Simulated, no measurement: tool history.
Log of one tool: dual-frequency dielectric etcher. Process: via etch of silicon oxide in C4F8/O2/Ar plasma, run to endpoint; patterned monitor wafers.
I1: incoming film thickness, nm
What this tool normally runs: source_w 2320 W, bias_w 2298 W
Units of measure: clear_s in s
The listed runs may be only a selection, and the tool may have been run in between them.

run 1 hour=0.0 | source_w=2320 bias_w=2298 | I1=1434.0 | clear_s=271.8
-- hour=59.1 wet clean of the chamber
run 2 hour=93.1 | source_w=2320 bias_w=2298 | I1=1434.1 | clear_s=266.9
run 3 hour=138.4 | source_w=2320 bias_w=2422 | I1=1433.9 | clear_s=261.3
run 4 hour=184.6 | source_w=2320 bias_w=2298 | I1=1419.5 | clear_s=265.6
run 5 hour=279.6 | source_w=2320 bias_w=2298 | I1=1432.5 | clear_s=272.0
-- hour=323.7 source power generator calibrated
run 6 hour=360.2 | source_w=2320 bias_w=2298 | I1=1429.2 | clear_s=270.3
run 7 hour=415.8 | source_w=2320 bias_w=2298 | I1=1444.9 | clear_s=274.4

What will run 8 give?
run 8 hour=486.2 | source_w=2550 bias_w=2108 | I1=1430.7 | clear_s=?

clear_s: 269.8 s
Take away the tool's hidden state, keep the run-to-run variation as it was, and the same run would have given clear_s 255.4 s.

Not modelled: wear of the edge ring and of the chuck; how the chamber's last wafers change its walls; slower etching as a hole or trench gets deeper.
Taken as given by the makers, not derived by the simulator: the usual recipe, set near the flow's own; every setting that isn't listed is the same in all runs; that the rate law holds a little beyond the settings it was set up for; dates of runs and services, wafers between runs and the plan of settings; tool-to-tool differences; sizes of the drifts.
